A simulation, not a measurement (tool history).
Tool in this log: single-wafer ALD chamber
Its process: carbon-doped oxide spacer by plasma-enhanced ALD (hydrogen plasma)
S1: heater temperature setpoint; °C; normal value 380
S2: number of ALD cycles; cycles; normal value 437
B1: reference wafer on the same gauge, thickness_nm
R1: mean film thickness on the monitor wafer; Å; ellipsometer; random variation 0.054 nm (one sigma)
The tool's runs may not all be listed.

Run 1, hour 0.0: usual settings but S2 416 cycles; B1 18.992. Result: R1 203.31 Å.
Run 2, hour 76.9: usual settings; B1 18.995. Result: R1 214.27 Å.
Run 3, hour 151.6: usual settings; B1 19.012. Result: R1 214.34 Å.
Run 4, hour 240.4: usual settings; B1 19.001. Result: R1 213.57 Å.
Run 5, hour 288.6: usual settings; B1 19.001. Result: R1 214.05 Å.
Run 6, hour 597.4: usual settings; B1 19.008. Result: R1 214.81 Å.
Run 7, hour 650.4: usual settings but S1 384 °C; B1 19.005. Result: R1 214.75 Å.
Run 8, hour 694.5: usual settings but S1 384 °C; B1 18.995. Result: R1 213.60 Å.
Run 9, hour 744.1: usual settings but S1 384 °C; B1 19.005. Result: R1 214.62 Å.
At hour 821.6: thermocouple changed; heater temperature recalibrated.
Run 10, hour 833.0: usual settings but S1 385 °C; B1 18.997. Result: R1 214.31 Å.
Run 11, hour 882.0: usual settings but S1 385 °C; B1 18.999. Result: R1 213.00 Å.
Run 12, hour 936.2: usual settings but S1 385 °C; B1 19.004. Result: R1 214.10 Å.
Run 13, hour 989.6: usual settings but S2 417 cycles; B1 19.002. Result: R1 203.57 Å.
Run 14, hour 1079.6: usual settings but S2 395 cycles; B1 18.991. Result: R1 193.14 Å.
Run 15, hour 1179.1: usual settings but S2 395 cycles; B1 19.005. Result: R1 193.83 Å.
Run 16, hour 1239.1: usual settings but S1 389 °C, S2 402 cycles; B1 19.005. Result: R1 197.68 Å.
Run 17, hour 1278.5: usual settings but S2 381 cycles; B1 19.007. Result: R1 186.92 Å.
Run 18, hour 1361.3: usual settings but S1 365 °C, S2 352 cycles; B1 19.005. Result: R1 171.91 Å.
Run 19, hour 1409.6: usual settings but S1 391 °C, S2 389 cycles; B1 18.990. Result: R1 191.35 Å.
Run 20, hour 1587.0: usual settings but S1 389 °C, S2 350 cycles; B1 19.001. Result: R1 171.55 Å.
Run 21, hour 1649.6: usual settings but S1 371 °C, S2 521 cycles; B1 18.996. Result: R1 255.13 Å.
Run 22, hour 1732.8: usual settings but S1 376 °C; B1 19.007. Result: R1 213.04 Å.
Run 23, hour 1818.3: usual settings; B1 19.005. Result: R1 213.48 Å.
At hour 1888.1: gauge calibrated.
Run 24, hour 1901.9: usual settings but S1 375 °C; B1 19.001. Result: R1 214.50 Å.
Run 25, hour 1975.4: usual settings; B1 18.999. Result: R1 214.22 Å.
Run 26, hour 2035.1: usual settings but S1 388 °C, S2 378 cycles; B1 18.998. Result: R1 184.67 Å.
Run 27, hour 2112.0: usual settings but S1 367 °C, S2 393 cycles; B1 18.999. Result: R1 192.72 Å.

Run 28, settings as shown, results not yet in. Your forecast:
Run 28, hour 2186.9: usual settings; B1 ?. Result: R1 ?.

B1: 19.000
R1: 213.20 Å
Without the tool's hidden state the same run would have given R1 213.20 Å.
